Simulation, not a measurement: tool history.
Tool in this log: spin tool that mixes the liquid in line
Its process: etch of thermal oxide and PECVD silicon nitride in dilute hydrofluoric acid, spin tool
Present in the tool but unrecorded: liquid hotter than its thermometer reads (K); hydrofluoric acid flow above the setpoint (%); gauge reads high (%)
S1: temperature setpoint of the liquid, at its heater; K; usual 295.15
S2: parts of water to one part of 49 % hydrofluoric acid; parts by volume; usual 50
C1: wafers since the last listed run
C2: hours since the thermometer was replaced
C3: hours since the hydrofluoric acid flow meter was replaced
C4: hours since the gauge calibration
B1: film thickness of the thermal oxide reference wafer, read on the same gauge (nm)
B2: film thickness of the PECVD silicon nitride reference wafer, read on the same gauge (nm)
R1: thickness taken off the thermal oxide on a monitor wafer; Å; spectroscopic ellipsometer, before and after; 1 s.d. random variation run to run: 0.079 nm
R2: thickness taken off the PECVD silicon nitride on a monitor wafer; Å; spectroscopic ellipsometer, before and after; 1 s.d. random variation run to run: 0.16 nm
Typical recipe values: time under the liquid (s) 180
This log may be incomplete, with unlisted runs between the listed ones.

run 1 hour=0.0 | S1=298.65 S2=40 time_under_the_liquid_(s)=180 | C1=0 C2=360.1 C3=1879.3 C4=2307.7 | B1=71.71 B2=102.46 | R1=264.6 R2=291.2
-- hour=65.0 hydrofluoric acid flow meter replaced
run 2 hour=292.1 | S1=292.15 S2=30 time_under_the_liquid_(s)=180 | C1=1800 C2=652.2 C3=227.1 C4=2599.8 | B1=71.97 B2=102.79 | R1=271.5 R2=245.6
run 3 hour=360.6 | S1=295.15 S2=75 time_under_the_liquid_(s)=180 | C1=423 C2=720.7 C3=295.6 C4=2668.3 | B1=72.03 B2=102.91 | R1=117.2 R2=125.4
run 4 hour=402.9 | S1=295.15 S2=50 time_under_the_liquid_(s)=180 | C1=261 C2=763.0 C3=337.9 C4=2710.6 | B1=72.07 B2=102.98 | R1=181.1 R2=185.3
-- hour=437.6 thermometer replaced
run 5 hour=443.7 | S1=295.15 S2=65 time_under_the_liquid_(s)=225 | C1=246 C2=6.1 C3=378.7 C4=2751.4 | B1=72.08 B2=103.00 | R1=169.8 R2=177.8
run 6 hour=512.9 | S1=291.65 S2=50 time_under_the_liquid_(s)=180 | C1=428 C2=75.3 C3=447.9 C4=2820.6 | B1=72.16 B2=103.09 | R1=156.2 R2=146.4
run 7 hour=554.3 | S1=298.15 S2=50 time_under_the_liquid_(s)=75 | C1=256 C2=116.7 C3=489.3 C4=2862.0 | B1=72.23 B2=103.19 | R1=84.7 R2=94.5
run 8 hour=614.0 | S1=295.15 S2=50 time_under_the_liquid_(s)=180 | C1=369 C2=176.4 C3=549.0 C4=2921.7 | B1=72.23 B2=103.15 | R1=180.1 R2=185.1
run 9 hour=715.0 | S1=295.15 S2=30 time_under_the_liquid_(s)=180 | C1=624 C2=277.4 C3=650.0 C4=3022.7 | B1=72.33 B2=103.31 | R1=310.2 R2=308.6
-- hour=728.7 gauge calibrated
run 10 hour=809.0 | S1=290.15 S2=50 time_under_the_liquid_(s)=280 | C1=581 C2=371.4 C3=744.0 C4=80.3 | B1=70.06 B2=100.10 | R1=219.4 R2=198.1
run 11 hour=878.7 | S1=293.65 S2=35 time_under_the_liquid_(s)=100 | C1=431 C2=441.1 C3=813.7 C4=150.0 | B1=70.12 B2=100.17 | R1=133.5 R2=128.3
run 12 hour=924.1 | S1=290.15 S2=50 time_under_the_liquid_(s)=180 | C1=280 C2=486.5 C3=859.1 C4=195.4 | B1=70.17 B2=100.20 | R1=142.1 R2=127.2
run 13 hour=1029.0 | S1=293.65 S2=30 time_under_the_liquid_(s)=180 | C1=648 C2=591.4 C3=964.0 C4=300.3 | B1=70.22 B2=100.37 | R1=282.1 R2=266.4
run 14 hour=1136.2 | S1=295.15 S2=50 time_under_the_liquid_(s)=180 | C1=663 C2=698.6 C3=1071.2 C4=407.5 | B1=70.39 B2=100.52 | R1=176.5 R2=180.7
-- hour=1186.9 thermometer replaced
run 15 hour=1187.4 | S1=298.15 S2=50 time_under_the_liquid_(s)=285 | C1=310 C2=0.5 C3=1122.4 C4=458.7 | B1=70.35 B2=100.56 | R1=315.5 R2=351.1
run 16 hour=1274.8 | S1=295.15 S2=50 time_under_the_liquid_(s)=180 | C1=540 C2=87.9 C3=1209.8 C4=546.1 | B1=70.49 B2=100.64 | R1=178.0 R2=181.3
run 17 hour=1312.4 | S1=297.65 S2=50 time_under_the_liquid_(s)=140 | C1=232 C2=125.5 C3=1247.4 C4=583.7 | B1=70.50 B2=100.75 | R1=152.7 R2=167.0
run 18 hour=1358.3 | S1=297.65 S2=30 time_under_the_liquid_(s)=180 | C1=283 C2=171.4 C3=1293.3 C4=629.6 | B1=70.52 B2=100.79 | R1=334.3 R2=352.3
run 19 hour=1404.9 | S1=290.65 S2=30 time_under_the_liquid_(s)=135 | C1=288 C2=218.0 C3=1339.9 C4=676.2 | B1=70.57 B2=100.83 | R1=187.9 R2=163.0
run 20 hour=1489.1 | S1=295.15 S2=35 time_under_the_liquid_(s)=275 | C1=520 C2=302.2 C3=1424.1 C4=760.4 | B1=70.68 B2=100.95 | R1=393.6 R2=395.7
run 21 hour=1572.9 | S1=300.15 S2=35 time_under_the_liquid_(s)=180 | C1=518 C2=386.0 C3=1507.9 C4=844.2 | B1=70.74 B2=101.03 | R1=317.1 R2=363.3
run 22 hour=1645.0 | S1=299.15 S2=70 time_under_the_liquid_(s)=120 | C1=446 C2=458.1 C3=1580.0 C4=916.3 | B1=70.78 B2=101.13 | R1=96.5 R2=114.1
run 23 hour=1740.3 | S1=295.15 S2=50 time_under_the_liquid_(s)=210 | C1=589 C2=553.4 C3=1675.3 C4=1011.6 | B1=70.88 B2=101.23 | R1=207.4 R2=214.9
run 24 hour=1787.3 | S1=291.65 S2=60 time_under_the_liquid_(s)=235 | C1=290 C2=600.4 C3=1722.3 C4=1058.6 | B1=70.92 B2=101.31 | R1=164.0 R2=156.2
run 25 hour=1842.0 | S1=295.15 S2=50 time_under_the_liquid_(s)=180 | C1=338 C2=655.1 C3=1777.0 C4=1113.3 | B1=70.94 B2=101.34 | R1=178.5 R2=182.3

Hidden state or all else? Some run-to-run changes of R1, split into what the settings, what came in and random variation would give without the hidden state, and what is left for the hidden state (with any gauge scatter that isn't in both results):
Run 8 -> 9: S2 50 -> 30. R1 +130.1 Å: hidden state +4.4, all else +125.7.
Run 9 -> 10: S1 295.15 -> 290.15, S2 30 -> 50, time under the liquid (s) 180 -> 280, gauge calibrated. R1 -90.8 Å: hidden state -9.8, all else -81.0.
Run 19 -> 20: S1 290.65 -> 295.15, S2 30 -> 35, time under the liquid (s) 135 -> 275. R1 +205.7 Å: hidden state +2.0, all else +203.7.
Run 21 -> 22: S1 300.15 -> 299.15, S2 35 -> 70, time under the liquid (s) 180 -> 120. R1 -220.6 Å: hidden state -2.1, all else -218.5.

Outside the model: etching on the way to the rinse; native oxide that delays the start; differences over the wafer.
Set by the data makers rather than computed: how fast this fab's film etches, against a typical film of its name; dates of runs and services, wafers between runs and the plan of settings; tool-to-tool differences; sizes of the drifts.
